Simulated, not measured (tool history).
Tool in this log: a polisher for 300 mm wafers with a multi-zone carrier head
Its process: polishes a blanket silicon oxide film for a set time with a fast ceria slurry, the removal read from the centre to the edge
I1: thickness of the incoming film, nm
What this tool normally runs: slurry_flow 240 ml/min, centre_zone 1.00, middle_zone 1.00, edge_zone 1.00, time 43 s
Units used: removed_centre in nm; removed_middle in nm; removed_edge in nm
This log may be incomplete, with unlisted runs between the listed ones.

Run 1, hour 0.0: usual settings; I1 4016.1. Result: removed_centre 892.0 nm, removed_middle 907.2 nm, removed_edge 915.2 nm.
Run 2, hour 90.4: usual settings; I1 3988.9. Result: removed_centre 878.4 nm, removed_middle 904.0 nm, removed_edge 910.9 nm.
Run 3, hour 156.9: usual settings; I1 3994.3. Result: removed_centre 859.0 nm, removed_middle 898.3 nm, removed_edge 920.0 nm.
Run 4, hour 215.6: usual settings but slurry_flow 315 ml/min, centre_zone 1.06, middle_zone 1.10; I1 3994.4. Result: removed_centre 952.4 nm, removed_middle 997.1 nm, removed_edge 934.2 nm.
Run 5, hour 348.3: usual settings but edge_zone 0.93, time 32 s; I1 3981.0. Result: removed_centre 638.8 nm, removed_middle 645.9 nm, removed_edge 641.2 nm.
At hour 358.2: slurry nozzle cleaned.
At hour 525.1: centre zone pressure recalibrated.
Run 6, hour 528.7: usual settings but edge_zone 0.96; I1 3918.7. Result: removed_centre 878.0 nm, removed_middle 916.5 nm, removed_edge 911.8 nm.
At hour 582.0: worn pad replaced by a new one.
Run 7, hour 695.8: usual settings; I1 4005.9. Result: removed_centre 869.1 nm, removed_middle 884.0 nm, removed_edge 897.6 nm.
Run 8, hour 803.5: usual settings but slurry_flow 320 ml/min, centre_zone 1.03, edge_zone 1.11, time 30 s; I1 3957.0. Result: removed_centre 643.7 nm, removed_middle 643.9 nm, removed_edge 678.8 nm.
At hour 833.4: edge zone pressure recalibrated.
Run 9, hour 894.9: usual settings but slurry_flow 315 ml/min, centre_zone 0.97, edge_zone 0.89, time 48 s; I1 3904.5. Result: removed_centre 955.9 nm, removed_middle 1019.0 nm, removed_edge 976.8 nm.
Run 10, hour 931.6: usual settings; I1 3936.7. Result: removed_centre 836.8 nm, removed_middle 860.4 nm, removed_edge 886.0 nm.
At hour 951.9: slurry nozzle cleaned.
At hour 983.0: carrier head's membrane replaced by a new one.
Run 11, hour 983.5: usual settings; I1 3976.9. Result: removed_centre 910.0 nm, removed_middle 912.6 nm, removed_edge 903.9 nm.
Run 12, hour 1065.9: usual settings but slurry_flow 270 ml/min, centre_zone 1.03, edge_zone 0.88, time 33 s; I1 4016.2. Result: removed_centre 712.2 nm, removed_middle 710.8 nm, removed_edge 664.9 nm.
Run 13, hour 1111.7: usual settings but slurry_flow 205 ml/min, centre_zone 0.89, middle_zone 0.96; I1 3958.1. Result: removed_centre 767.7 nm, removed_middle 862.7 nm, removed_edge 907.0 nm.
At hour 1136.2: centre zone pressure recalibrated.
Run 14, hour 1176.6: usual settings but middle_zone 1.09, edge_zone 1.04; I1 3925.4. Result: removed_centre 880.7 nm, removed_middle 982.9 nm, removed_edge 927.0 nm.
At hour 1209.1: worn pad replaced by a new one.
Run 15, hour 1235.5: usual settings but centre_zone 1.11, middle_zone 0.89, edge_zone 1.04, time 36 s; I1 3949.9. Result: removed_centre 809.0 nm, removed_middle 689.4 nm, removed_edge 763.5 nm.
Run 16, hour 1274.1: usual settings but centre_zone 1.11, time 48 s; I1 3921.0. Result: removed_centre 1075.0 nm, removed_middle 999.3 nm, removed_edge 1024.3 nm.
Run 17, hour 1363.6: usual settings; I1 4029.2. Result: removed_centre 872.0 nm, removed_middle 884.7 nm, removed_edge 887.2 nm.
Run 18, hour 1462.9: usual settings but slurry_flow 315 ml/min, centre_zone 0.97, edge_zone 0.89, time 48 s; I1 4040.8. Result: removed_centre 961.7 nm, removed_middle 1016.7 nm, removed_edge 965.8 nm.
Run 19, hour 1523.0: usual settings but edge_zone 0.93; I1 4027.9. Result: removed_centre 841.2 nm, removed_middle 867.4 nm, removed_edge 868.2 nm.
Run 20, hour 1564.8: usual settings but slurry_flow 275 ml/min, middle_zone 0.96, time 49 s; I1 3962.0. Result: removed_centre 973.1 nm, removed_middle 980.2 nm, removed_edge 1022.3 nm.
At hour 1608.3: slurry nozzle cleaned.
Run 21, hour 1649.5: usual settings but slurry_flow 285 ml/min, edge_zone 1.10; I1 3994.7. Result: removed_centre 911.1 nm, removed_middle 928.5 nm, removed_edge 977.1 nm.
Run 22, hour 1755.4: usual settings; I1 3959.3. Result: removed_centre 886.1 nm, removed_middle 911.7 nm, removed_edge 905.3 nm.

Below are 4 alternative next runs, each starting from the tool's condition after run 22. Predict each:
Run A, hour 1755.8: usual settings; I1 3951.6. Result: removed_centre ?, removed_middle ?, removed_edge ?.
Run B, hour 1755.8: usual settings but slurry_flow 275 ml/min, edge_zone 0.94, time 33 s; I1 3951.6. Result: removed_centre ?, removed_middle ?, removed_edge ?.
Run C, hour 1755.8: usual settings but edge_zone 0.94, time 52 s; I1 3951.6. Result: removed_centre ?, removed_middle ?, removed_edge ?.
Run D, hour 1755.8: usual settings but slurry_flow 310 ml/min, middle_zone 0.95; I1 3951.6. Result: removed_centre ?, removed_middle ?, removed_edge ?.

run  removed_centre  removed_middle  removed_edge
  A           876.6           902.9         917.1
  B           687.6           706.8         693.5
  C          1060.0          1091.9        1076.9
  D           910.7           895.3         941.9
What these runs would have given with no unlogged condition in the tool:
run  removed_centre  removed_middle  removed_edge
  A           898.6           923.2         932.5
  B           702.5           720.5         703.7
  C          1086.6          1116.5        1094.9
  D           927.9           910.6         954.1
